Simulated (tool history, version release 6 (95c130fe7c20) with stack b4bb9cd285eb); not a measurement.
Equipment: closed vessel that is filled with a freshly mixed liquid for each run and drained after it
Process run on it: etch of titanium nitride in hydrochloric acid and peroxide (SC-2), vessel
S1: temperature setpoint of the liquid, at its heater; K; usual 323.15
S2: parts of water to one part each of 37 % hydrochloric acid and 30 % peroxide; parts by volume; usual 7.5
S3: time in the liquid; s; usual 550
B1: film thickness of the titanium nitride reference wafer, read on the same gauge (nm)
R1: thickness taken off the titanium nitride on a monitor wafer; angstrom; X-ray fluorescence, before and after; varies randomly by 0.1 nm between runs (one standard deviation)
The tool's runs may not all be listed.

Run 1, hour 0.0: usual settings but S1 331.15 K; B1 109.97. Result: R1 332.3 angstrom.
Run 2, hour 46.2: usual settings; B1 110.03. Result: R1 196.3 angstrom.
Run 3, hour 107.1: usual settings; B1 110.01. Result: R1 197.3 angstrom.
Run 4, hour 171.5: usual settings but S1 317.15 K, S2 9.5 parts by volume, S3 315 s; B1 110.01. Result: R1 61.8 angstrom.
Run 5, hour 235.3: usual settings but S2 10.0 parts by volume; B1 110.00. Result: R1 156.6 angstrom.
Run 6, hour 298.9: usual settings but S1 319.15 K, S3 740 s; B1 109.98. Result: R1 204.3 angstrom.
Run 7, hour 344.9: usual settings; B1 109.99. Result: R1 201.4 angstrom.
Run 8, hour 378.3: usual settings but S1 332.65 K, S2 5.5 parts by volume, S3 315 s; B1 109.97. Result: R1 268.9 angstrom.
Run 9, hour 420.8: usual settings but S2 4.0 parts by volume, S3 840 s; B1 110.01. Result: R1 457.3 angstrom.
Run 10, hour 484.4: usual settings but S3 780 s; B1 109.98. Result: R1 269.8 angstrom.
Run 11, hour 519.3: usual settings; B1 109.95. Result: R1 192.7 angstrom.
Run 12, hour 581.6: usual settings; B1 109.96. Result: R1 190.8 angstrom.
Run 13, hour 626.8: usual settings; B1 109.96. Result: R1 191.9 angstrom.
Run 14, hour 690.6: usual settings but S1 327.65 K, S2 10.0 parts by volume, S3 280 s; B1 110.03. Result: R1 104.4 angstrom.
Run 15, hour 728.1: usual settings; B1 110.01. Result: R1 192.8 angstrom.
Run 16, hour 755.7: usual settings; B1 110.02. Result: R1 191.5 angstrom.
Run 17, hour 823.1: usual settings but S2 4.0 parts by volume; B1 110.01. Result: R1 305.6 angstrom.
Run 18, hour 855.1: usual settings but S1 332.15 K, S2 4.0 parts by volume, S3 755 s; B1 110.01. Result: R1 765.8 angstrom.
Run 19, hour 898.7: usual settings but S1 313.65 K; B1 110.03. Result: R1 101.9 angstrom.
Run 20, hour 931.1: usual settings but S1 318.15 K, S2 6.0 parts by volume, S3 850 s; B1 110.01. Result: R1 255.6 angstrom.
Run 21, hour 976.7: usual settings; B1 110.00. Result: R1 195.0 angstrom.
Run 22, hour 1018.9: usual settings but S1 314.15 K, S2 6.0 parts by volume, S3 310 s; B1 109.98. Result: R1 71.2 angstrom.
Run 23, hour 1075.2: usual settings; B1 109.99. Result: R1 195.1 angstrom.
Run 24, hour 1128.0: usual settings but S1 332.15 K, S2 4.5 parts by volume, S3 860 s; B1 109.94. Result: R1 808.3 angstrom.
Run 25, hour 1199.0: usual settings but S1 331.65 K, S2 6.0 parts by volume; B1 109.97. Result: R1 408.6 angstrom.
Run 26, hour 1255.5: usual settings but S3 420 s; B1 109.98. Result: R1 150.6 angstrom.
Run 27, hour 1304.9: usual settings but S3 440 s; B1 109.99. Result: R1 157.4 angstrom.
Run 28, hour 1332.0: usual settings but S1 332.65 K; B1 109.97. Result: R1 367.5 angstrom.

Withheld: 5 entries from between the runs. Position of each, and hidden state at the listed run before versus the listed run after:
In the gap between runs 5 and 6: gauge calibrated (hour 290.2)
  liquid hotter than its thermometer reads (K): 0.68 -> 0.719
  measured value less the no-hidden-state value, R1: +6.9 -> +9.8 angstrom
In the gap between runs 6 and 7: new drum of peroxide connected (hour 338.5)
  liquid hotter than its thermometer reads (K): 0.719 -> 0.747
  measured value less the no-hidden-state value, R1: +9.8 -> +9.8 angstrom
In the gap between runs 8 and 9: thermometer replaced (hour 389.7)
  liquid hotter than its thermometer reads (K): 0.767 -> 0.0331
  measured value less the no-hidden-state value, R1: +12.7 -> +0.9 angstrom
In the gap between runs 15 and 16: chemicals flow meter replaced (hour 741.2)
  liquid hotter than its thermometer reads (K): 0.221 -> 0.238
  measured value less the no-hidden-state value, R1: +2.8 -> +3.0 angstrom
In the gap between runs 17 and 18: new drum of peroxide connected (hour 830.7)
  liquid hotter than its thermometer reads (K): 0.28 -> 0.299
  measured value less the no-hidden-state value, R1: +5.7 -> +14.4 angstrom
